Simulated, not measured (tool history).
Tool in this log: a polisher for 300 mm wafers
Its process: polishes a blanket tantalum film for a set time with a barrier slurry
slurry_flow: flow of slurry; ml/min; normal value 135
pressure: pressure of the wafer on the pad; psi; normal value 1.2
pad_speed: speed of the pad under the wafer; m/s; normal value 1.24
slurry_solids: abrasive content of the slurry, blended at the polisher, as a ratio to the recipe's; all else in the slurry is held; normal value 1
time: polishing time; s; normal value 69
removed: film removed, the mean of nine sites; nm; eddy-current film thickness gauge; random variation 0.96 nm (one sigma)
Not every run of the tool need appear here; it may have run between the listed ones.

run	day	slurry_flow	pressure	pad_speed	slurry_solids	time	incoming thickness of the incoming film, nm	removed
1	0	135	1.2	1.42	1	69	267	98.7
2	0.992	135	1.2	1.42	1	69	268	96.9
3	1.896	135	1.2	1.24	1	69	269.6	86.1
# day 2.75: slurry blender recalibrated
4	2.833	135	1.2	1.24	1	69	267.8	92.5
5	3.35	135	1.2	1.24	1	69	273.5	94.6
6	4.188	135	1.2	1.24	1	69	269.1	89.6
7	4.858	135	1.2	1.24	1	85	268.9	109
8	5.383	135	1.4	1.24	1	69	268.2	105.8
# day 5.667: worn pad replaced by a new one
9	6.454	135	1.2	0.92	1	69	270.9	73.4
10	7.625	135	1.2	0.92	1	69	272.9	71.6
11	8.908	135	1.2	0.92	1	69	269.6	70.7
12	10.388	135	1.2	1.24	1	85	268.9	103.5
# day 11.55: slurry blender recalibrated
13	11.788	135	1.2	1.24	1.25	69	268.8	99.7
# day 12.808: worn pad replaced by a new one
14	13.162	135	1.2	1.24	1	48	266.3	64.2
15	14.583	135	1.2	1.24	0.8	69	275.6	82.7
# day 18.262: slurry nozzle cleaned
# day 18.658: head pressure recalibrated
# day 18.912: slurry blender recalibrated
16	18.933	135	1.2	1.4	1	69	270.8	101.7
# day 20.133: worn pad replaced by a new one
17	20.275	170	1.2	1.24	1	69	273.1	95.8
18	21.675	135	1.2	0.86	1.25	80	273.2	87.4
19	23.088	135	1.2	1.04	1	69	272.7	77.7
20	24.188	135	1.2	1.24	1	69	269.5	85.8
21	25.296	135	1.2	1.42	1	69	268.4	93.7
22	25.804	125	1.2	1.24	1	69	267.1	83.1
# day 27.225: slurry blender recalibrated
23	27.246	135	0.9	1.24	1	69	271.2	70.1
24	28.083	165	0.8	1.24	1	69	267.1	63.3
# day 28.296: worn pad replaced by a new one
25	29.571	120	1.2	1.24	1	60	271.5	76.2
26	30.754	165	1.4	1.24	1	54	271.5	84.1
27	31.746	165	1.2	1.24	1	69	266.7	91
28	32.867	135	1.2	1.24	1	69	267.6	86.8
29	35.733	135	1.2	1.24	1	69	269.7	82.5

Measured result minus the same run's result without the hidden state. Both carry the same run-to-run variation, though not necessarily the same gauge scatter:
The hidden state here: removal rate lost through wear of the pad, %; slurry flow missing at the pad, %; deviation of the head's pressure from its setpoint, %; abrasive missing from the slurry, %.
run	removed
1	-5.6
2	-7
3	-7.5
4	-1
5	-1.5
6	-2.2
7	-3.7
8	-4.3
9	-4
10	-5.1
11	-6.6
12	-12.6
13	-0.3
14	-1.2
15	-3.5
16	-1.6
17	-3
18	-3.6
19	-5.5
20	-7.5
21	-10.1
22	-9.8
23	-0.8
24	-1.3
25	-2.9
26	-4.5
27	-6.3
28	-7.5
29	-11.8

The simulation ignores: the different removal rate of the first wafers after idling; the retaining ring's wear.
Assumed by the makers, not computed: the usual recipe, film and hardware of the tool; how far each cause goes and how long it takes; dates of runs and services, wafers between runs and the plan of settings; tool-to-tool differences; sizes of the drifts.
